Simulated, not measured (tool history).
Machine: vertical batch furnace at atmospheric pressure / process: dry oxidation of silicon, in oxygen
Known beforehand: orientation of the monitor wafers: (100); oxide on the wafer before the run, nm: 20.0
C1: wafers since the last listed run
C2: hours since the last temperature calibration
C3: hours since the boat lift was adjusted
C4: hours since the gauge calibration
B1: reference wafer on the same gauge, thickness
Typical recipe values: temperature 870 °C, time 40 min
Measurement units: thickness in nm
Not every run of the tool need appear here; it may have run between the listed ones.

Run 1, day 0: usual settings; C1 0; C2 3889.3; C3 3002.5; C4 137.5; B1 27.76. Result: thickness 23.88 nm.
Run 2, day 1.221: usual settings; C1 361; C2 3918.6; C3 3031.8; C4 166.8; B1 27.72. Result: thickness 23.84 nm.
Run 3, day 2.429: usual settings; C1 357; C2 3947.6; C3 3060.8; C4 195.8; B1 27.72. Result: thickness 23.83 nm.
Run 4, day 3.029: usual settings; C1 177; C2 3962; C3 3075.2; C4 210.2; B1 27.66. Result: thickness 23.74 nm.
At day 5.075: thermocouples replaced and temperature profile calibrated.
Run 5, day 5.096: usual settings; C1 315; C2 0.5; C3 3124.8; C4 259.8; B1 27.62. Result: thickness 23.72 nm.
Run 6, day 5.533: usual settings; C1 129; C2 11; C3 3135.3; C4 270.3; B1 27.59. Result: thickness 23.73 nm.
Run 7, day 6.258: usual settings but time 32.5 min; C1 214; C2 28.4; C3 3152.7; C4 287.7; B1 27.56. Result: thickness 22.82 nm.
Run 8, day 7.721: usual settings; C1 432; C2 63.5; C3 3187.8; C4 322.8; B1 27.49. Result: thickness 23.66 nm.
At day 7.95: gauge calibrated.
Run 9, day 8.825: usual settings but temperature 851 °C, time 56 min; C1 326; C2 90; C3 3214.3; C4 21; B1 27.86. Result: thickness 23.97 nm.
Run 10, day 9.367: usual settings but temperature 891 °C, time 22.5 min; C1 160; C2 103; C3 3227.3; C4 34; B1 27.85. Result: thickness 22.98 nm.
At day 11.621: boat lift adjusted.
Run 11, day 12.779: usual settings but temperature 847 °C, time 51.5 min; C1 713; C2 184.9; C3 27.8; C4 115.9; B1 27.82. Result: thickness 23.35 nm.
Run 12, day 13.442: usual settings but temperature 878 °C, time 59.5 min; C1 195; C2 200.8; C3 43.7; C4 131.8; B1 27.8. Result: thickness 26.83 nm.
Run 13, day 14.433: usual settings but temperature 864 °C, time 48 min; C1 293; C2 224.6; C3 67.5; C4 155.6; B1 27.78. Result: thickness 24.2 nm.
Run 14, day 15.308: usual settings but temperature 849 °C, time 45 min; C1 258; C2 245.6; C3 88.5; C4 176.6; B1 27.74. Result: thickness 22.92 nm.
Run 15, day 15.825: usual settings but temperature 894 °C, time 57 min; C1 152; C2 258; C3 100.9; C4 189; B1 27.74. Result: thickness 28.37 nm.

Predict each of these 4 candidate next runs independently; none follows another, all start after run 15:
Run A, day 16: usual settings but time 28.5 min; C1 51; C2 262.2; C3 105.1; C4 193.2; B1 ?. Result: thickness ?.
Run B, day 16: usual settings but temperature 850 °C, time 32 min; C1 51; C2 262.2; C3 105.1; C4 193.2; B1 ?. Result: thickness ?.
Run C, day 16: usual settings but temperature 890 °C, time 55 min; C1 51; C2 262.2; C3 105.1; C4 193.2; B1 ?. Result: thickness ?.
Run D, day 16: usual settings but temperature 848 °C, time 29 min; C1 51; C2 262.2; C3 105.1; C4 193.2; B1 ?. Result: thickness ?.

run     B1  thickness
  A  27.75      22.55
  B  27.75      21.93
  C  27.75      27.54
  D  27.75      21.61
Without the tool's unlogged condition, the same runs would have read:
run  thickness
  A       22.6
  B      21.98
  C       27.6
  D      21.66

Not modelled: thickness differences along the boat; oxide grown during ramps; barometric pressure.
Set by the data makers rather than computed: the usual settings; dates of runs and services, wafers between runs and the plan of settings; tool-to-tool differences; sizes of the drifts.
